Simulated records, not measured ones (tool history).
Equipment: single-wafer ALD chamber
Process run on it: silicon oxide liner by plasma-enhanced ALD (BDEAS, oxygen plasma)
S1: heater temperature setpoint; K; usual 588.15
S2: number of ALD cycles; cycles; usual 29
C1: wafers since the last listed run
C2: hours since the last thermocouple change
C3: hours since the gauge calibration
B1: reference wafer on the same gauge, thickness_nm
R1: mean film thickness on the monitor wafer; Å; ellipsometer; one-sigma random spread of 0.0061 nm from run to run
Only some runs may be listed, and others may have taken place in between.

Run 1, hour 0: usual settings; C1 0; C2 2642.2; C3 312.9; B1 2.346. Result: R1 24.48 Å.
Run 2, hour 22.9: usual settings; C1 168; C2 2665.1; C3 335.8; B1 2.344. Result: R1 24.47 Å.
Run 3, hour 58.2: usual settings but S2 32 cycles; C1 259; C2 2700.4; C3 371.1; B1 2.34. Result: R1 26.96 Å.
Run 4, hour 77.8: usual settings but S2 32 cycles; C1 143; C2 2720; C3 390.7; B1 2.34. Result: R1 26.89 Å.
Run 5, hour 97.8: usual settings but S2 32 cycles; C1 146; C2 2740; C3 410.7; B1 2.34. Result: R1 26.86 Å.
Run 6, hour 117.1: usual settings but S2 31 cycles; C1 141; C2 2759.3; C3 430; B1 2.336. Result: R1 26 Å.
Run 7, hour 142.8: usual settings but S1 583.15 K, S2 25 cycles; C1 188; C2 2785; C3 455.7; B1 2.334. Result: R1 21.04 Å.
Run 8, hour 172.5: usual settings but S1 583.15 K, S2 25 cycles; C1 218; C2 2814.7; C3 485.4; B1 2.331. Result: R1 21.07 Å.
Run 9, hour 193.2: usual settings but S1 583.15 K, S2 25 cycles; C1 151; C2 2835.4; C3 506.1; B1 2.329. Result: R1 20.96 Å.
Run 10, hour 217.3: usual settings; C1 176; C2 2859.5; C3 530.2; B1 2.328. Result: R1 24.26 Å.
Run 11, hour 241.8: usual settings; C1 179; C2 2884; C3 554.7; B1 2.324. Result: R1 24.19 Å.
Run 12, hour 276.8: usual settings; C1 256; C2 2919; C3 589.7; B1 2.32. Result: R1 24.12 Å.
Run 13, hour 299.5: usual settings but S1 582.15 K, S2 25 cycles; C1 166; C2 2941.7; C3 612.4; B1 2.317. Result: R1 20.84 Å.
At hour 320.3: thermocouple changed; heater temperature recalibrated.
Run 14, hour 320.8: usual settings but S1 599.15 K, S2 24 cycles; C1 97; C2 0.5; C3 633.7; B1 2.313. Result: R1 19.63 Å.
Run 15, hour 351.8: usual settings but S1 599.15 K, S2 24 cycles; C1 227; C2 31.5; C3 664.7; B1 2.307. Result: R1 19.65 Å.
Run 16, hour 382: usual settings but S1 580.15 K, S2 24 cycles; C1 221; C2 61.7; C3 694.9; B1 2.306. Result: R1 19.97 Å.
Run 17, hour 412.7: usual settings but S2 33 cycles; C1 225; C2 92.4; C3 725.6; B1 2.299. Result: R1 27.27 Å.
Run 18, hour 433.3: usual settings but S1 592.15 K; C1 151; C2 113; C3 746.2; B1 2.296. Result: R1 23.77 Å.
At hour 458.5: gauge calibrated.
Run 19, hour 462.4: usual settings but S1 576.15 K, S2 25 cycles; C1 213; C2 142.1; C3 3.9; B1 2.348. Result: R1 21.32 Å.
Run 20, hour 487.3: usual settings but S1 593.15 K, S2 25 cycles; C1 182; C2 167; C3 28.8; B1 2.346. Result: R1 20.9 Å.
Run 21, hour 502: usual settings but S1 582.15 K, S2 31 cycles; C1 107; C2 181.7; C3 43.5; B1 2.347. Result: R1 26.3 Å.
Run 22, hour 522.2: usual settings but S1 597.15 K, S2 31 cycles; C1 148; C2 201.9; C3 63.7; B1 2.345. Result: R1 25.84 Å.
Run 23, hour 550.3: usual settings; C1 206; C2 230; C3 91.8; B1 2.345. Result: R1 24.37 Å.
Run 24, hour 572.3: usual settings but S2 27 cycles; C1 161; C2 252; C3 113.8; B1 2.344. Result: R1 22.71 Å.
Run 25, hour 673.3: usual settings but S1 599.15 K, S2 33 cycles; C1 741; C2 353; C3 214.8; B1 2.34. Result: R1 27.36 Å.

The tool's hidden state at each run:
wafer temperature above the value expected at the setpoint (K): 0 on each run
H1: gauge reads high (%)
run      H1
  1  -0.206
  2  -0.272
  3  -0.383
  4  -0.449
  5   -0.52
  6  -0.592
  7  -0.694
  8  -0.818
  9  -0.909
 10   -1.02
 11   -1.14
 12   -1.32
 13   -1.44
 14   -1.55
 15   -1.73
 16   -1.92
 17   -2.11
 18   -2.24
 19  -0.172
 20  -0.176
 21  -0.181
 22   -0.19
 23   -0.21
 24   -0.23
 25  -0.377
